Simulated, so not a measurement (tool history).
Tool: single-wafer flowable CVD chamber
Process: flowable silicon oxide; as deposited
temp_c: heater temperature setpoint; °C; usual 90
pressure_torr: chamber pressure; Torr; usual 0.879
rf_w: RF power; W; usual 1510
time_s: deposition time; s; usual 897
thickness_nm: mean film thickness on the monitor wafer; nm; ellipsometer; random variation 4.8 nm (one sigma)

run	hour	temp_c	pressure_torr	rf_w	time_s	wafers since the last listed run	hours since the last thermocouple change	hours since the last RF generator calibration	hours since the last manometer calibration	hours since the showerhead was replaced	hours since the gauge calibration	read-back reference wafer on the same gauge, thickness_nm	thickness_nm
1	0	90	1.023	1435	897	0	551.3	251.2	41.5	4585.5	2451.8	731.21	895.117
2	56.7	90	1.023	1435	897	110	608	307.9	98.2	4642.2	2508.5	731.274	892.771
3	122.9	90	1.023	1435	897	128	674.2	374.1	164.4	4708.4	2574.7	730.607	890.144
# hour 150.5: gauge calibrated
4	179.4	90	0.879	1510	897	110	730.7	430.6	220.9	4764.9	28.9	731.451	795.117
5	223.7	90	0.972	1510	897	86	775	474.9	265.2	4809.2	73.2	730.939	862.361
6	315.1	83	0.879	1510	897	178	866.4	566.3	356.6	4900.6	164.6	730.295	962.713
7	374.3	90	0.879	1510	897	115	925.6	625.5	415.8	4959.8	223.8	732.262	789.678
8	411.9	90	0.879	1610	897	73	963.2	663.1	453.4	4997.4	261.4	732.259	797.9
9	463.2	90	0.879	1610	897	99	1014.5	714.4	504.7	5048.7	312.7	731.34	804.833
10	531.6	99	1.024	1230	1062	133	1082.9	782.8	573.1	5117.1	381.1	732.805	757.991
# hour 577.3: showerhead replaced
11	577.8	97	0.749	1510	897	74	1129.1	829	619.3	0.5	427.3	730.25	551.217
12	645.4	90	1.074	1595	897	131	1196.7	896.6	686.9	68.1	494.9	730.915	942.778
13	737.2	90	0.879	1510	897	178	1288.5	988.4	778.7	159.9	586.7	732.055	781.453
# hour 783.8: thermocouple changed; heater temperature recalibrated
14	807.1	90	0.761	1510	843	120	23.3	1058.3	848.6	229.8	656.6	730.707	679.276
15	893.6	97	0.749	1510	897	168	109.8	1144.8	935.1	316.3	743.1	729.683	573.552
16	949.6	84	0.879	1510	897	109	165.8	1200.8	991.1	372.3	799.1	730.449	953.337
17	1039.2	90	0.981	1780	897	174	255.4	1290.4	1080.7	461.9	888.7	731.722	916.462
# hour 1057.6: capacitance manometer re-zeroed and calibrated
# hour 1294.9: RF generator calibrated
18	1338.7	100	0.879	1810	971	552	554.9	43.8	281.1	761.4	1188.2	731.88	649.853
19	1409.1	96	0.879	1510	1063	137	625.3	114.2	351.5	831.8	1258.6	731.474	773.099
20	1471.9	76	0.879	1690	897	122	688.1	177	414.3	894.6	1321.4	730.799	1174.401
21	1548.5	85	0.879	1510	810	149	764.7	253.6	490.9	971.2	1398	731.028	807.973
22	1631.8	90	0.879	1355	897	162	848	336.9	574.2	1054.5	1481.3	731.222	756.798
23	1683.5	99	1.024	1230	1062	100	899.7	388.6	625.9	1106.2	1533	731.428	743.567
24	1727.2	94	0.789	1640	1013	85	943.4	432.3	669.6	1149.9	1576.7	731.654	715.532
25	1904.4	99	0.956	1510	828	345	1120.6	609.5	846.8	1327.1	1753.9	731.764	576.354
26	1967.1	80	0.659	1645	981	122	1183.3	672.2	909.5	1389.8	1816.6	731.033	894.731
27	2038.8	100	0.879	1340	897	139	1255	743.9	981.2	1461.5	1888.3	730.318	541.591
# hour 2102.9: thermocouple changed; heater temperature recalibrated
28	2127.3	99	0.879	1620	748	156	24.4	832.4	1069.7	1550	1976.8	730.456	535.175

Forecast each of these 4 alternatives for the next run:
A	2127.9	90	0.879	1510	897	1	25	833	1070.3	1550.6	1977.4	?	?
B	2127.9	99	0.879	1510	1009	1	25	833	1070.3	1550.6	1977.4	?	?
C	2127.9	90	0.741	1510	897	1	25	833	1070.3	1550.6	1977.4	?	?
D	2127.9	81	0.879	1655	897	1	25	833	1070.3	1550.6	1977.4	?	?

run	read-back reference wafer on the same gauge, thickness_nm	thickness_nm
A	731.234	829.883
B	731.234	705.756
C	731.234	719.892
D	731.234	1088.755
Without the tool's hidden state the same runs would have given:
run	thickness_nm
A	834.629
B	709.612
C	724.009
D	1094.328

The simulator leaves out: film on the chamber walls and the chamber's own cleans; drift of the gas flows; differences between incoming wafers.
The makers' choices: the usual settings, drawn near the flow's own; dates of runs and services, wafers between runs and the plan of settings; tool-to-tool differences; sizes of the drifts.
